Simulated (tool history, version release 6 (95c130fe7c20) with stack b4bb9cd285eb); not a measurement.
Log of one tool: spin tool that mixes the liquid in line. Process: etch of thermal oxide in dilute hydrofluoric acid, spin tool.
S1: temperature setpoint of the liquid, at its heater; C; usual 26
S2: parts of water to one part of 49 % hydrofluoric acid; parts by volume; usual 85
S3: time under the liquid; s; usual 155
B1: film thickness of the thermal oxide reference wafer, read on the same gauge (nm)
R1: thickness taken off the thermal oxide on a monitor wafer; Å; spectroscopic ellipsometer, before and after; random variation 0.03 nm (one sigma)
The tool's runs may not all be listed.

run   hour    S1   S2   S3      B1     R1
  1      0    26   85  130     140   77.5
  2   12.6    26   85  130  139.99   77.8
  3     38    28   85  155  140.03    100
  4   53.3    28   85  155     140   99.7
  5   77.6    28   85  155     140   99.7
      83.2  -- hydrofluoric acid flow meter replaced
  6     96    26   85  155  140.01   95.1
  7    122    26   85  155     140   95.8
  8  147.1    26   85  155     140   95.2
  9    181    26   85  155     140   94.9
 10  212.2  30.5   60  235     140  252.1
 11  227.5    24   85  155  140.02     88
 12  239.6    30   85  200  140.02  143.3
     255.3  -- thermometer replaced
 13  260.8    28  115  250     140  119.7
 14  287.1    26  125  155  140.01   62.5
 15    310    26   85  155  139.99   96.4
 16  329.3    26   85  155  139.98     96
 17  357.4    26   85  200     140  124.6
 18  373.9    26   85  155     140   96.8

The next listed run, before its measurement:
 19  394.6  26  85  155   ?   ?

{"run 19": {"B1": 140, "R1": 96.6}}
Without the tool's hidden state the same run would have given R1 97.5 Å.
